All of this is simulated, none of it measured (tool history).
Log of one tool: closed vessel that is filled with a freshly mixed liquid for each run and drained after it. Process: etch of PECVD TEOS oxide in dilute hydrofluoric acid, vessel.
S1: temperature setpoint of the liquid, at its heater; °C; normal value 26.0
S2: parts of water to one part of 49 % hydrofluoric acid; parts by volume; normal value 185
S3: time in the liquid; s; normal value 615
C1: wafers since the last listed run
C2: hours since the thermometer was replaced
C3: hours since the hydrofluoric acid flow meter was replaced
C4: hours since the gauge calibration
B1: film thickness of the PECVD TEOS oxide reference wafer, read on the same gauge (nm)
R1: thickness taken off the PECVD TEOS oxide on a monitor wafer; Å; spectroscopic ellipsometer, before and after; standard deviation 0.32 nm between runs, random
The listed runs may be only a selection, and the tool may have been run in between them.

Run 1, hour 0.0: usual settings; C1 0; C2 2494.1; C3 808.4; C4 1006.7; B1 99.95. Result: R1 367.7 Å.
Run 2, hour 98.4: usual settings; C1 6421; C2 2592.5; C3 906.8; C4 1105.1; B1 99.98. Result: R1 366.3 Å.
Run 3, hour 208.2: usual settings but S3 885 s; C1 7165; C2 2702.3; C3 1016.6; C4 1214.9; B1 99.99. Result: R1 521.7 Å.
Run 4, hour 247.4: usual settings but S1 22.5 °C; C1 2558; C2 2741.5; C3 1055.8; C4 1254.1; B1 100.01. Result: R1 315.4 Å.
Run 5, hour 337.4: usual settings but S1 22.5 °C; C1 5873; C2 2831.5; C3 1145.8; C4 1344.1; B1 100.02. Result: R1 325.5 Å.
Run 6, hour 374.2: usual settings but S1 22.5 °C; C1 2401; C2 2868.3; C3 1182.6; C4 1380.9; B1 100.00. Result: R1 321.0 Å.
At hour 477.6: thermometer replaced.
At hour 647.6: hydrofluoric acid flow meter replaced.
Run 7, hour 694.8: usual settings but S2 120 parts by volume; C1 20792; C2 217.2; C3 47.2; C4 1701.5; B1 100.00. Result: R1 538.4 Å.
Run 8, hour 754.4: usual settings but S2 120 parts by volume; C1 3889; C2 276.8; C3 106.8; C4 1761.1; B1 100.03. Result: R1 538.3 Å.
Run 9, hour 837.5: usual settings but S2 245 parts by volume; C1 5423; C2 359.9; C3 189.9; C4 1844.2; B1 100.04. Result: R1 232.9 Å.
Run 10, hour 930.7: usual settings but S2 245 parts by volume; C1 6082; C2 453.1; C3 283.1; C4 1937.4; B1 99.98. Result: R1 228.9 Å.
Run 11, hour 977.9: usual settings but S3 345 s; C1 3080; C2 500.3; C3 330.3; C4 1984.6; B1 100.01. Result: R1 185.1 Å.
Run 12, hour 1083.1: usual settings but S1 21.5 °C, S2 250 parts by volume; C1 6865; C2 605.5; C3 435.5; C4 2089.8; B1 99.98. Result: R1 196.0 Å.
Run 13, hour 1127.8: usual settings but S1 30.5 °C, S2 145 parts by volume, S3 495 s; C1 2917; C2 650.2; C3 480.2; C4 2134.5; B1 100.01. Result: R1 427.2 Å.
Run 14, hour 1322.4: usual settings but S3 355 s; C1 12700; C2 844.8; C3 674.8; C4 2329.1; B1 99.97. Result: R1 195.4 Å.
Run 15, hour 1368.0: usual settings but S1 27.0 °C; C1 2975; C2 890.4; C3 720.4; C4 2374.7; B1 100.01. Result: R1 356.9 Å.
Run 16, hour 1410.6: usual settings but S3 955 s; C1 2780; C2 933.0; C3 763.0; C4 2417.3; B1 99.95. Result: R1 526.8 Å.
Run 17, hour 1503.0: usual settings but S1 30.0 °C, S2 100 parts by volume; C1 6030; C2 1025.4; C3 855.4; C4 2509.7; B1 100.01. Result: R1 816.4 Å.
At hour 1543.4: gauge calibrated.
Run 18, hour 1600.8: usual settings but S3 955 s; C1 6382; C2 1123.2; C3 953.2; C4 57.4; B1 99.95. Result: R1 529.8 Å.
Run 19, hour 1659.8: usual settings but S2 95 parts by volume; C1 3850; C2 1182.2; C3 1012.2; C4 116.4; B1 100.05. Result: R1 746.8 Å.
Run 20, hour 1737.7: usual settings; C1 5083; C2 1260.1; C3 1090.1; C4 194.3; B1 99.98. Result: R1 350.9 Å.
Run 21, hour 1841.0: usual settings; C1 6741; C2 1363.4; C3 1193.4; C4 297.6; B1 99.97. Result: R1 353.0 Å.
Run 22, hour 1879.3: usual settings but S1 23.0 °C, S2 95 parts by volume, S3 790 s; C1 2499; C2 1401.7; C3 1231.7; C4 335.9; B1 100.01. Result: R1 873.9 Å.
Run 23, hour 1918.3: usual settings but S1 28.5 °C, S2 215 parts by volume, S3 750 s; C1 2545; C2 1440.7; C3 1270.7; C4 374.9; B1 100.04. Result: R1 385.0 Å.
Run 24, hour 1975.6: usual settings; C1 3739; C2 1498.0; C3 1328.0; C4 432.2; B1 100.00. Result: R1 354.6 Å.
Run 25, hour 2063.2: usual settings; C1 5716; C2 1585.6; C3 1415.6; C4 519.8; B1 99.98. Result: R1 347.2 Å.
At hour 2069.1: hydrofluoric acid flow meter replaced.
Run 26, hour 2116.5: usual settings but S1 23.5 °C, S2 245 parts by volume; C1 3413; C2 1638.9; C3 47.4; C4 573.1; B1 100.00. Result: R1 223.5 Å.
Run 27, hour 2188.5: usual settings; C1 4698; C2 1710.9; C3 119.4; C4 645.1; B1 99.99. Result: R1 335.4 Å.
Run 28, hour 2245.9: usual settings but S1 24.0 °C, S2 105 parts by volume, S3 940 s; C1 3746; C2 1768.3; C3 176.8; C4 702.5; B1 100.00. Result: R1 926.9 Å.
Run 29, hour 2326.8: usual settings but S1 22.5 °C, S2 105 parts by volume, S3 800 s; C1 5279; C2 1849.2; C3 257.7; C4 783.4; B1 100.00. Result: R1 760.5 Å.
Run 30, hour 2418.6: usual settings but S1 28.0 °C, S3 255 s; C1 5991; C2 1941.0; C3 349.5; C4 875.2; B1 100.03. Result: R1 154.7 Å.
Run 31, hour 2498.5: usual settings but S1 30.5 °C, S3 405 s; C1 5214; C2 2020.9; C3 429.4; C4 955.1; B1 99.97. Result: R1 266.9 Å.
Run 32, hour 2556.2: usual settings but S2 125 parts by volume; C1 3765; C2 2078.6; C3 487.1; C4 1012.8; B1 99.98. Result: R1 543.4 Å.

Hidden state, per run?
gauge reads high (%): 0 at every run
H1: liquid hotter than its thermometer reads (K)
H2: hydrofluoric acid flow above the setpoint (%)
run     H1     H2
  1   2.42   2.07
  2   2.51   2.29
  3   2.61   2.55
  4   2.65   2.64
  5   2.73   2.85
  6   2.77   2.93
  7  0.255  0.126
  8   0.31  0.264
  9  0.387  0.456
 10  0.474  0.671
 11  0.518   0.78
 12  0.615   1.02
 13  0.657   1.13
 14  0.838   1.58
 15   0.88   1.68
 16   0.92   1.78
 17   1.01   1.99
 18    1.1   2.22
 19   1.15   2.35
 20   1.22   2.53
 21   1.32   2.77
 22   1.36   2.86
 23   1.39   2.95
 24   1.44   3.08
 25   1.53   3.29
 26   1.58  0.196
 27   1.64  0.362
 28    1.7  0.495
 29   1.77  0.682
 30   1.86  0.894
 31   1.93   1.08
 32   1.98   1.21

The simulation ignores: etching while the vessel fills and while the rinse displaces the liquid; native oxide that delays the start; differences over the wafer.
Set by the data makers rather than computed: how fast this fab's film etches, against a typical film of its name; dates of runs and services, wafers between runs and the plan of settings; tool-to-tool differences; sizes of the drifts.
